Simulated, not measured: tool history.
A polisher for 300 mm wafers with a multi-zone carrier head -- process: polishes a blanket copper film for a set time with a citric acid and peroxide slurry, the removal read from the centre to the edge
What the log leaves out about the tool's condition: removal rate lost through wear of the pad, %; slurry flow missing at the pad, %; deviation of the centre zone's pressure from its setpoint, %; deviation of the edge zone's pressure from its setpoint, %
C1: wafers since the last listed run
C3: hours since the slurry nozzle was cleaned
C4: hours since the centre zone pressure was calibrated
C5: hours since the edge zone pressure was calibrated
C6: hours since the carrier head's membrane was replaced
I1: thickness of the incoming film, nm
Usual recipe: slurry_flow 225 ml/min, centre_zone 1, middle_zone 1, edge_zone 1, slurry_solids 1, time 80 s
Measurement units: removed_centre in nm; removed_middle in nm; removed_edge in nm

Run 1, hour 0: usual settings; C1 0; wafers polished on this pad 1592; C3 238.7; C4 490.7; C5 647.7; C6 1430.9; I1 711.6. Result: removed_centre 235.4 nm, removed_middle 240.4 nm, removed_edge 231.4 nm.
At hour 37.1: worn pad replaced by a new one.
Run 2, hour 69: usual settings; C1 543; wafers polished on this pad 266; C3 307.7; C4 559.7; C5 716.7; C6 1499.9; I1 711.6. Result: removed_centre 243.4 nm, removed_middle 240.6 nm, removed_edge 243.6 nm.
Run 3, hour 99.9: usual settings; C1 258; wafers polished on this pad 525; C3 338.6; C4 590.6; C5 747.6; C6 1530.8; I1 723.8. Result: removed_centre 236.8 nm, removed_middle 238.1 nm, removed_edge 233 nm.
Run 4, hour 168.7: usual settings; C1 575; wafers polished on this pad 1101; C3 407.4; C4 659.4; C5 816.4; C6 1599.6; I1 703.1. Result: removed_centre 232 nm, removed_middle 233.2 nm, removed_edge 234.2 nm.
At hour 227.4: slurry nozzle cleaned.
Run 5, hour 239.2: usual settings; C1 581; wafers polished on this pad 1682; C3 11.8; C4 729.9; C5 886.9; C6 1670.1; I1 712.6. Result: removed_centre 238.7 nm, removed_middle 231.9 nm, removed_edge 233.4 nm.
Run 6, hour 283.1: usual settings; C1 367; wafers polished on this pad 2050; C3 55.7; C4 773.8; C5 930.8; C6 1714; I1 703.5. Result: removed_centre 232.2 nm, removed_middle 232.7 nm, removed_edge 232.4 nm.
At hour 295.3: worn pad replaced by a new one.
At hour 320.9: edge zone pressure recalibrated.
Run 7, hour 354.6: usual settings; C1 548; wafers polished on this pad 479; C3 127.2; C4 845.3; C5 33.7; C6 1785.5; I1 707.7. Result: removed_centre 250.1 nm, removed_middle 244.4 nm, removed_edge 239.1 nm.
Run 8, hour 402: usual settings but edge_zone 0.88, time 61 s; C1 396; wafers polished on this pad 876; C3 174.6; C4 892.7; C5 81.1; C6 1832.9; I1 708. Result: removed_centre 187.8 nm, removed_middle 188.9 nm, removed_edge 172.5 nm.
Run 9, hour 448.5: usual settings; C1 389; wafers polished on this pad 1265; C3 221.1; C4 939.2; C5 127.6; C6 1879.4; I1 701.3. Result: removed_centre 239.2 nm, removed_middle 236.8 nm, removed_edge 233.3 nm.
Run 10, hour 490.7: usual settings but edge_zone 0.93; C1 353; wafers polished on this pad 1618; C3 263.3; C4 981.4; C5 169.8; C6 1921.6; I1 709.4. Result: removed_centre 232.4 nm, removed_middle 233.4 nm, removed_edge 221.1 nm.
At hour 507.1: worn pad replaced by a new one.
Run 11, hour 549.4: usual settings but slurry_flow 170 ml/min, centre_zone 0.95, middle_zone 1.11, edge_zone 1.1; C1 457; wafers polished on this pad 353; C3 322; C4 1040.1; C5 228.5; C6 1980.3; I1 706.8. Result: removed_centre 218.3 nm, removed_middle 244.5 nm, removed_edge 235.5 nm.
Run 12, hour 582.1: usual settings but slurry_flow 250 ml/min, middle_zone 1.07, time 71 s; C1 273; wafers polished on this pad 627; C3 354.7; C4 1072.8; C5 261.2; C6 2013; I1 703.6. Result: removed_centre 214.9 nm, removed_middle 234.4 nm, removed_edge 207.7 nm.
At hour 620.1: centre zone pressure recalibrated.
Run 13, hour 622.1: usual settings but slurry_flow 245 ml/min, slurry_solids 0.8; C1 318; wafers polished on this pad 945; C3 394.7; C4 2; C5 301.2; C6 2053; I1 723.2. Result: removed_centre 220.7 nm, removed_middle 226 nm, removed_edge 221.4 nm.
At hour 635.7: carrier head's membrane replaced by a new one.
At hour 640.3: slurry nozzle cleaned.
Run 14, hour 678.3: usual settings but slurry_flow 200 ml/min, centre_zone 1.08, middle_zone 0.89, edge_zone 0.95; C1 420; wafers polished on this pad 1365; C3 38; C4 58.2; C5 357.4; C6 42.6; I1 720.7. Result: removed_centre 251.9 nm, removed_middle 219.2 nm, removed_edge 232.7 nm.
Run 15, hour 721.1: usual settings but slurry_flow 200 ml/min; C1 358; wafers polished on this pad 1723; C3 80.8; C4 101; C5 400.2; C6 85.4; I1 711.9. Result: removed_centre 231.9 nm, removed_middle 229.7 nm, removed_edge 227.9 nm.
Run 16, hour 758.2: usual settings; C1 310; wafers polished on this pad 2034; C3 117.9; C4 138.1; C5 437.3; C6 122.5; I1 719.8. Result: removed_centre 232.5 nm, removed_middle 232 nm, removed_edge 228.5 nm.
At hour 765.4: worn pad replaced by a new one.
Run 17, hour 782.4: usual settings but edge_zone 1.03; C1 169; wafers polished on this pad 142; C3 142.1; C4 162.3; C5 461.5; C6 146.7; I1 700.2. Result: removed_centre 248 nm, removed_middle 246.1 nm, removed_edge 249.3 nm.
Run 18, hour 815.3: usual settings but edge_zone 0.91; C1 275; wafers polished on this pad 417; C3 175; C4 195.2; C5 494.4; C6 179.6; I1 712.9. Result: removed_centre 249.1 nm, removed_middle 243.5 nm, removed_edge 231 nm.
Run 19, hour 857: usual settings; C1 348; wafers polished on this pad 766; C3 216.7; C4 236.9; C5 536.1; C6 221.3; I1 705.3. Result: removed_centre 241.7 nm, removed_middle 239.3 nm, removed_edge 237.6 nm.
Run 20, hour 898.9: usual settings but centre_zone 0.92, middle_zone 1.11, time 56 s; C1 350; wafers polished on this pad 1117; C3 258.6; C4 278.8; C5 578; C6 263.2; I1 698.6. Result: removed_centre 158.5 nm, removed_middle 180.3 nm, removed_edge 163.8 nm.
Run 21, hour 948.6: usual settings but centre_zone 1.07, time 103 s; C1 415; wafers polished on this pad 1533; C3 308.3; C4 328.5; C5 627.7; C6 312.9; I1 698.9. Result: removed_centre 319.1 nm, removed_middle 303.6 nm, removed_edge 305.3 nm.

The logged runs with the hidden state left out (each run's random variation unchanged):
run  removed_centre  removed_middle  removed_edge
  1             250           254.8         244.2
  2           253.8             250         251.2
  3           249.7             250         242.3
  4           254.5           253.9         251.1
  5           251.1             244         245.5
  6           249.7           250.3         249.8
  7           253.2           247.3         241.6
  8           192.4           193.4         176.3
  9           249.6           246.7         242.3
 10           247.9           248.5         234.1
 11           229.7           255.8         243.5
 12           225.1           244.6         214.8
 13           236.4           240.6         232.9
 14           260.2           226.4         240.3
 15             244           241.7         239.6
 16           249.7             249         245.1
 17           251.3           249.2           252
 18           253.7           247.7         234.6
 19           248.9           246.1         243.6
 20           165.9           188.4         170.3
 21             343           325.3         324.8
